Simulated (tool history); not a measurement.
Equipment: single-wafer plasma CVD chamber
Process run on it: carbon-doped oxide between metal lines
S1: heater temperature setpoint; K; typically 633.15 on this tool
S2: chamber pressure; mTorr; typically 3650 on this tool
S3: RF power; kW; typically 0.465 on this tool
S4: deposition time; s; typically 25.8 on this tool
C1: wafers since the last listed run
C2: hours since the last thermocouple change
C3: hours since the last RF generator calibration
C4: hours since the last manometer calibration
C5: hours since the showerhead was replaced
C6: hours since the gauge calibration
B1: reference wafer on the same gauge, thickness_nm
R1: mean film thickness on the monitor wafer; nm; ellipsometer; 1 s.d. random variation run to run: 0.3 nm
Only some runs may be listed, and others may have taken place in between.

| run | day | S1 | S2 | S3 | S4 | C1 | C2 | C3 | C4 | C5 | C6 | B1 | R1 |
|---|---|---|---|---|---|---|---|---|---|---|---|---|---|
| 1 | 0 | 633.15 | 3650 | 0.465 | 25.8 | 0 | 379.4 | 248.1 | 1905.1 | 2732.3 | 3286.8 | 138.077 | 128.517 |
| 2 | 3.758 | 633.15 | 3650 | 0.465 | 25.8 | 1989 | 469.6 | 338.3 | 1995.3 | 2822.5 | 3377 | 137.953 | 128.525 |
| 3 | 7.017 | 633.15 | 3650 | 0.53 | 27.4 | 1725 | 547.8 | 416.5 | 2073.5 | 2900.7 | 3455.2 | 138.007 | 151.849 |
| 4 | 9 | 633.15 | 3650 | 0.53 | 27.4 | 1050 | 595.4 | 464.1 | 2121.1 | 2948.3 | 3502.8 | 138.015 | 152.043 |
| 5 | 11.825 | 633.15 | 3650 | 0.53 | 27.4 | 1495 | 663.2 | 531.9 | 2188.9 | 3016.1 | 3570.6 | 137.947 | 152.13 |
|  | 13.946 | thermocouple changed; heater temperature recalibrated, repeated, since the last time left the tool worse |
| 6 | 14.862 | 633.15 | 3650 | 0.38 | 25.8 | 1431 | 22 | 604.8 | 2261.8 | 3089 | 3643.5 | 138.011 | 102.266 |
| 7 | 18.588 | 633.15 | 3650 | 0.555 | 25.8 | 1972 | 111.4 | 694.2 | 2351.2 | 3178.4 | 3732.9 | 138.061 | 146.501 |
| 8 | 23 | 619.15 | 3270 | 0.54 | 25.8 | 2336 | 217.3 | 800.1 | 2457.1 | 3284.3 | 3838.8 | 138.054 | 147.497 |
| 9 | 24.95 | 633.15 | 3650 | 0.465 | 25.8 | 1032 | 264.1 | 846.9 | 2503.9 | 3331.1 | 3885.6 | 137.887 | 126.856 |
| 10 | 27.792 | 633.15 | 3930 | 0.465 | 25.8 | 1504 | 332.3 | 915.1 | 2572.1 | 3399.3 | 3953.8 | 137.951 | 127.314 |
| 11 | 30.896 | 646.15 | 3090 | 0.54 | 27.7 | 1643 | 406.8 | 989.6 | 2646.6 | 3473.8 | 4028.3 | 138.025 | 149.002 |
|  | 31.458 | gauge calibrated |
| 12 | 32.571 | 633.15 | 3650 | 0.465 | 25.8 | 886 | 447 | 1029.8 | 2686.8 | 3514 | 26.7 | 138.1 | 127.122 |
|  | 37.867 | capacitance manometer re-zeroed and calibrated |
| 13 | 45.725 | 625.15 | 4460 | 0.405 | 25.8 | 6787 | 762.7 | 1345.5 | 188.6 | 3829.7 | 342.4 | 138.014 | 114.343 |
| 14 | 49.942 | 633.15 | 3650 | 0.465 | 25.8 | 2232 | 863.9 | 1446.7 | 289.8 | 3930.9 | 443.6 | 138.083 | 127.494 |
| 15 | 52.629 | 620.15 | 2870 | 0.465 | 28.7 | 1422 | 928.4 | 1511.2 | 354.3 | 3995.4 | 508.1 | 138.009 | 144.062 |
| 16 | 54.679 | 633.15 | 3090 | 0.385 | 25.8 | 1085 | 977.6 | 1560.4 | 403.5 | 4044.6 | 557.3 | 138.074 | 103.703 |
| 17 | 57.262 | 633.15 | 4490 | 0.49 | 28.8 | 1367 | 1039.6 | 1622.4 | 465.5 | 4106.6 | 619.3 | 137.94 | 149.988 |
|  | 57.925 | showerhead replaced |
| 18 | 58.979 | 629.15 | 3650 | 0.49 | 25.8 | 732 | 1080.8 | 1663.6 | 506.7 | 25.3 | 660.5 | 137.929 | 133.988 |
|  | 59.775 | RF generator calibrated |
| 19 | 62.192 | 620.15 | 3260 | 0.38 | 28.8 | 1524 | 1157.9 | 58 | 583.8 | 102.4 | 737.6 | 138.014 | 117.773 |
| 20 | 65.038 | 620.15 | 3650 | 0.52 | 25.8 | 1506 | 1226.2 | 126.3 | 652.1 | 170.7 | 805.9 | 137.966 | 144.209 |
| 21 | 68.946 | 641.15 | 3880 | 0.465 | 24 | 2069 | 1320 | 220.1 | 745.9 | 264.5 | 899.7 | 137.909 | 117.278 |
| 22 | 72.592 | 633.15 | 3650 | 0.465 | 25.8 | 1930 | 1407.5 | 307.6 | 833.4 | 352 | 987.2 | 138.002 | 127.19 |
|  | 74.025 | thermocouple changed; heater temperature recalibrated |
| 23 | 75.675 | 625.15 | 3650 | 0.465 | 22.9 | 1455 | 39.6 | 381.6 | 907.4 | 426 | 1061.2 | 137.946 | 114.68 |
| 24 | 78.612 | 633.15 | 3650 | 0.465 | 25.8 | 1555 | 110.1 | 452.1 | 977.9 | 496.5 | 1131.7 | 138.048 | 126.123 |
| 25 | 82.092 | 633.15 | 3650 | 0.465 | 25.8 | 1841 | 193.6 | 535.6 | 1061.4 | 580 | 1215.2 | 138.059 | 126.766 |
| 26 | 85.162 | 633.15 | 3650 | 0.465 | 25.8 | 1625 | 267.3 | 609.3 | 1135.1 | 653.7 | 1288.9 | 138.024 | 126.23 |
| 27 | 88.875 | 633.15 | 3650 | 0.43 | 29 | 1965 | 356.4 | 698.4 | 1224.2 | 742.8 | 1378 | 137.968 | 131.916 |
| 28 | 92.842 | 622.15 | 3650 | 0.465 | 22.2 | 2100 | 451.6 | 793.6 | 1319.4 | 838 | 1473.2 | 137.99 | 112.359 |
| 29 | 94.958 | 633.15 | 4550 | 0.465 | 25.8 | 1120 | 502.4 | 844.4 | 1370.2 | 888.8 | 1524 | 138.044 | 128.72 |

Forecast each of these 3 alternatives for the next run:
| A | 94.975 | 633.15 | 3650 | 0.465 | 25.8 | 8 | 502.8 | 844.8 | 1370.6 | 889.2 | 1524.4 | ? | ? |
| B | 94.975 | 627.15 | 3130 | 0.39 | 22.3 | 8 | 502.8 | 844.8 | 1370.6 | 889.2 | 1524.4 | ? | ? |
| C | 94.975 | 629.15 | 3960 | 0.4 | 28.8 | 8 | 502.8 | 844.8 | 1370.6 | 889.2 | 1524.4 | ? | ? |

| run | B1 | R1 |
|---|---|---|
| A | 137.989 | 127.139 |
| B | 137.989 | 92.563 |
| C | 137.989 | 123.375 |
Without the tool's hidden state the same runs would have given:
| run | R1 |
|---|---|
| A | 126.615 |
| B | 92.175 |
| C | 122.861 |

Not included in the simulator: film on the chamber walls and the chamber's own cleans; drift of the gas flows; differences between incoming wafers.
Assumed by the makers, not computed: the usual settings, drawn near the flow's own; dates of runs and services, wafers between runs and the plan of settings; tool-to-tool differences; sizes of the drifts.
